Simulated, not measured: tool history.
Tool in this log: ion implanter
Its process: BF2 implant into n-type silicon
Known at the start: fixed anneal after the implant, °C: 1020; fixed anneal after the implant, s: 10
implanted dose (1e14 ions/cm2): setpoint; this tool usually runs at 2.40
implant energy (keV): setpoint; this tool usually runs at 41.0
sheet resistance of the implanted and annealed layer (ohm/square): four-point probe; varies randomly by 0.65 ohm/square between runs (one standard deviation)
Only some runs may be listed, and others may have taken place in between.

run,day,implanted dose (1e14 ions/cm2),implant energy (keV),wafers since the last listed run,hours since the last dose calibration,hours since the extraction supply was calibrated,hours since the gauge calibration,"read-back reference wafer on the same gauge, sheet resistance",sheet resistance of the implanted and annealed layer (ohm/square)
1,0.000,2.40,41.0,0,438.5,3309.9,8.6,484.68,448.54
2,0.683,2.40,41.0,200,454.9,3326.3,25.0,485.00,448.63
3,1.917,2.40,41.0,362,484.5,3355.9,54.6,485.17,447.98
4,2.950,2.17,50.0,303,509.3,3380.7,79.4,485.34,475.84
5,4.392,2.40,41.0,423,543.9,3415.3,114.0,484.92,448.01
6,4.983,2.40,41.0,173,558.1,3429.5,128.2,484.87,448.32
7,5.625,2.40,41.0,188,573.5,3444.9,143.6,484.70,448.92
8,7.108,2.77,47.0,435,609.1,3480.5,179.2,484.94,392.69
# day 7.825: Faraday cup replaced and dose calibrated
# day 8.525: extraction supply calibrated
9,8.546,2.40,41.0,226,17.3,0.5,213.7,484.98,434.22
10,9.433,2.74,41.0,260,38.6,21.8,235.0,484.97,390.70
# day 10.325: gauge calibrated
11,10.567,1.78,33.0,333,65.8,49.0,5.8,484.89,572.96
12,11.096,2.40,41.0,155,78.5,61.7,18.5,484.80,437.94
13,11.992,3.01,33.0,263,100.0,83.2,40.0,484.96,370.96
14,12.938,1.79,37.0,278,122.7,105.9,62.7,484.83,563.77

Branching from run 14: 4 alternative next runs. What would each branch give?
A,12.954,2.40,41.0,4,123.1,106.3,63.1,?,?
B,12.954,3.01,27.5,4,123.1,106.3,63.1,?,?
C,12.954,2.72,36.5,4,123.1,106.3,63.1,?,?
D,12.954,2.80,50.5,4,123.1,106.3,63.1,?,?

run,"read-back reference wafer on the same gauge, sheet resistance",sheet resistance of the implanted and annealed layer (ohm/square)
A,485.13,439.67
B,485.13,377.83
C,485.13,401.16
D,485.13,377.32
What these runs would have given with no unlogged condition in the tool:
run,sheet resistance of the implanted and annealed layer (ohm/square)
A,433.16
B,372.02
C,395.06
D,371.64
